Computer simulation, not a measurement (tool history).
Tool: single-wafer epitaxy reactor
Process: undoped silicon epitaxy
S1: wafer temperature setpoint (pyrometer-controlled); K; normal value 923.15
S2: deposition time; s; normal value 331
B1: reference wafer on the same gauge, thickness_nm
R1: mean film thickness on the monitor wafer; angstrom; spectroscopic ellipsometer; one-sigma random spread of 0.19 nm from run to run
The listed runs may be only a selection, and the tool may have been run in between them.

run,hour,S1,S2,B1,R1
1,0,923.15,331,58.901,567.64
2,33.1,923.15,331,58.956,567.95
3,72.8,923.15,331,58.983,571.11
4,107,923.15,331,58.919,564.32
5,154,923.15,331,58.962,567.4
6,213.1,923.15,331,58.859,573.07
7,260,923.15,331,58.867,568.5
8,325.2,923.15,331,58.926,572.35
9,374,923.15,331,58.953,571.41
10,437.3,923.15,331,58.891,570.18
11,485.3,930.15,331,58.882,660.62
12,554.1,930.15,331,58.822,662.04
13,594.9,923.15,331,58.871,573.2
14,662.2,923.15,331,58.86,570.84
# hour 711.2: pyrometer calibrated
15,711.7,923.15,286,58.827,480.75
16,903.8,923.15,331,58.935,552.41
17,955.6,923.15,331,58.892,554.32
18,986,923.15,331,58.908,554.19
# hour 987.9: gauge calibrated
19,1053.1,923.15,331,58.903,554.72
20,1080.2,923.15,331,58.913,553.55
21,1134,934.15,349,58.922,736.64
22,1193.1,931.15,331,58.795,653.93
23,1327.1,927.15,392,58.857,713.97
24,1357.5,931.15,331,58.926,655.52
25,1396.8,910.15,392,58.829,498.69
26,1458,909.15,279,58.902,347.3
27,1524.7,923.15,331,58.882,554.99
28,1586.5,923.15,331,58.947,553.19
29,1627,923.15,331,58.895,555.36
30,1666,933.15,307,58.94,633.44
31,1691.1,917.15,360,58.881,536.08
32,1734.7,932.15,331,58.95,672.9
33,1776.2,923.15,331,58.912,556.7
34,1828.1,936.15,356,58.904,783.46
35,1876.7,911.15,313,58.866,410.21
36,1906.7,933.15,371,58.934,766.85

Alternative continuations, all from the tool just after run 36; predict every row:
A,1907.2,908.15,331,?,?
B,1907.2,912.15,397,?,?
C,1907.2,929.15,288,?,?

run,B1,R1
A,58.875,405.8
B,58.875,530.13
C,58.875,548.66
What these runs would have given with no unlogged condition in the tool:
run,R1
A,405.18
B,529.33
C,547.86
